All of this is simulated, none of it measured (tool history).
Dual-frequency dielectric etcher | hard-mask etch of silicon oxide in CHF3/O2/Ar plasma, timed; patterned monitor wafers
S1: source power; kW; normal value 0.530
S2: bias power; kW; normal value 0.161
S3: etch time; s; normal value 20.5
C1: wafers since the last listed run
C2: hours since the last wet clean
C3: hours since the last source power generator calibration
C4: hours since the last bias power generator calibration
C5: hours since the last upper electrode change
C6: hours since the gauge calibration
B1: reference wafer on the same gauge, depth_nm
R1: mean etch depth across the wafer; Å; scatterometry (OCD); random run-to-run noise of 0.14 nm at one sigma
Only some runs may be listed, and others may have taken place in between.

run,hour,S1,S2,S3,C1,C2,C3,C4,C5,C6,B1,R1
1,0.0,0.530,0.161,20.5,0,417.8,1161.2,2506.5,1107.7,1004.2,40.59,357.4
# hour 151.2: wet clean of the chamber
2,201.7,0.530,0.161,20.5,3185,50.5,1362.9,2708.2,1309.4,1205.9,40.58,358.0
3,306.4,0.530,0.161,20.5,1877,155.2,1467.6,2812.9,1414.1,1310.6,40.60,358.4
4,378.3,0.530,0.161,20.5,1289,227.1,1539.5,2884.8,1486.0,1382.5,40.57,357.5
5,479.1,0.530,0.161,20.5,1807,327.9,1640.3,2985.6,1586.8,1483.3,40.61,358.9
6,546.4,0.470,0.161,20.5,1206,395.2,1707.6,3052.9,1654.1,1550.6,40.57,339.2
7,603.0,0.530,0.161,20.5,1014,451.8,1764.2,3109.5,1710.7,1607.2,40.58,356.6
8,682.3,0.530,0.161,20.5,1421,531.1,1843.5,3188.8,1790.0,1686.5,40.62,357.8
9,728.5,0.530,0.161,20.5,828,577.3,1889.7,3235.0,1836.2,1732.7,40.64,357.3
# hour 773.9: bias power generator calibrated
# hour 778.1: wet clean of the chamber
10,793.5,0.530,0.161,20.5,1018,15.4,1954.7,19.6,1901.2,1797.7,40.58,357.9
11,881.5,0.530,0.161,20.5,1577,103.4,2042.7,107.6,1989.2,1885.7,40.59,359.4
# hour 1117.7: gauge calibrated
12,1196.3,0.530,0.161,20.5,5643,418.2,2357.5,422.4,2304.0,78.6,40.62,356.8
13,1237.9,0.530,0.161,20.5,745,459.8,2399.1,464.0,2345.6,120.2,40.55,355.2
# hour 1322.6: upper electrode replaced
14,1334.7,0.530,0.161,20.5,1305,556.6,2495.9,560.8,12.1,217.0,40.63,358.9
15,1373.5,0.530,0.161,20.5,695,595.4,2534.7,599.6,50.9,255.8,40.63,359.3
# hour 1415.6: wet clean of the chamber
16,1473.1,0.500,0.199,17.0,1355,57.5,2634.3,699.2,150.5,355.4,40.58,311.5
17,1524.5,0.530,0.161,20.5,921,108.9,2685.7,750.6,201.9,406.8,40.64,359.0
18,1588.0,0.600,0.181,24.5,1138,172.4,2749.2,814.1,265.4,470.3,40.62,462.3
# hour 1611.4: source power generator calibrated
19,1636.6,0.530,0.161,20.5,799,221.0,25.2,862.7,314.0,518.9,40.62,356.8
20,1716.6,0.430,0.185,20.5,1434,301.0,105.2,942.7,394.0,598.9,40.60,347.3
21,1812.1,0.530,0.187,20.5,1712,396.5,200.7,1038.2,489.5,694.4,40.62,372.2
22,1879.2,0.530,0.145,20.5,1202,463.6,267.8,1105.3,556.6,761.5,40.55,346.9
# hour 1918.8: wet clean of the chamber
23,1961.8,0.530,0.161,22.5,1050,43.0,350.4,1187.9,639.2,844.1,40.62,392.6
24,2003.9,0.610,0.173,26.5,754,85.1,392.5,1230.0,681.3,886.2,40.61,497.3
25,2076.7,0.620,0.161,18.0,1305,157.9,465.3,1302.8,754.1,959.0,40.58,333.1
26,2168.8,0.530,0.161,20.5,1651,250.0,557.4,1394.9,846.2,1051.1,40.58,356.4
27,2229.3,0.530,0.161,20.5,1084,310.5,617.9,1455.4,906.7,1111.6,40.62,356.0
28,2301.4,0.650,0.132,20.5,1292,382.6,690.0,1527.5,978.8,1183.7,40.61,363.5
29,2397.9,0.640,0.126,20.5,1730,479.1,786.5,1624.0,1075.3,1280.2,40.58,354.8
# hour 2442.5: wet clean of the chamber
30,2452.8,0.530,0.176,23.5,553,10.3,841.4,1678.9,1130.2,1335.1,40.64,420.2

List, for all runs, the conditions of the tool that the log does not record:
etch rate over this chamber's usual, %: 0 at every run
source power that arrives over what is set, %: 0 at every run
bias power that arrives over what is set, %: 0 at every run
gauge reads high (%): 0 at every run
